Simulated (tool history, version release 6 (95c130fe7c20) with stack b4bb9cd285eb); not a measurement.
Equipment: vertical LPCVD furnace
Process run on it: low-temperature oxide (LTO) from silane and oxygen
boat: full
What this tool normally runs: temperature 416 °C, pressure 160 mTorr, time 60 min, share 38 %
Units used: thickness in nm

run,hour,temperature,pressure,time,share,"read-back reference wafer on the same gauge, thickness",thickness
1,0,416,160,60,40,443.88,472.63
2,48.9,416,160,60,38,443.63,448.23
3,80.3,416,160,60,38,444.12,445.77
4,128,416,160,60,38,444,446.46
5,175,416,135,41.5,38,444.01,261.45
6,226.7,416,135,41.5,38,443.63,261.82
7,267.5,416,175,60,38,444.01,488.67
8,307.7,416,175,60,38,443.88,488.4
9,346.5,416,160,60,38,443.48,449.17
# hour 393.6: silane flow controller replaced
10,396.8,416,160,60,38,444.29,451.25
# hour 421.7: pressure gauge zeroed
11,425.6,416,160,60,38,443.64,451.98
12,480.1,416,160,60,38,443.6,452.53
13,511.6,416,125,60,43,443.95,403.96
14,572.5,410,160,60,41,443.54,463.53
15,602.2,425,150,44.5,38,444.16,345.37
16,664.7,410,135,60,38,443.98,358.18
# hour 775.2: thermocouples replaced and temperature profile calibrated
# hour 873.8: gauge calibrated
17,877.9,416,160,60,38,444.01,436.26
18,1029.5,425,160,83.5,38,444.2,669.42
19,1087.6,427,150,79,38,443.91,601.94
20,1123.7,410,160,75,38,443.9,511.02
21,1182.8,404,120,60,38,444.04,288.33
22,1236.5,405,160,44.5,44,443.76,340.5

4 options for the next run, each taken on its own from the tool as it stands now. Forecast them:
A,1240.7,416,125,60,38,?,?
B,1240.7,423,160,60,38,?,?
C,1240.7,408,140,80,43,?,?
D,1240.7,416,175,78,33,?,?

run,"read-back reference wafer on the same gauge, thickness",thickness
A,444.08,341.66
B,444.08,470.24
C,444.08,539.8
D,444.08,519.63
Without the tool's hidden state the same runs would have given:
run,thickness
A,339.89
B,467.87
C,537.02
D,516.83
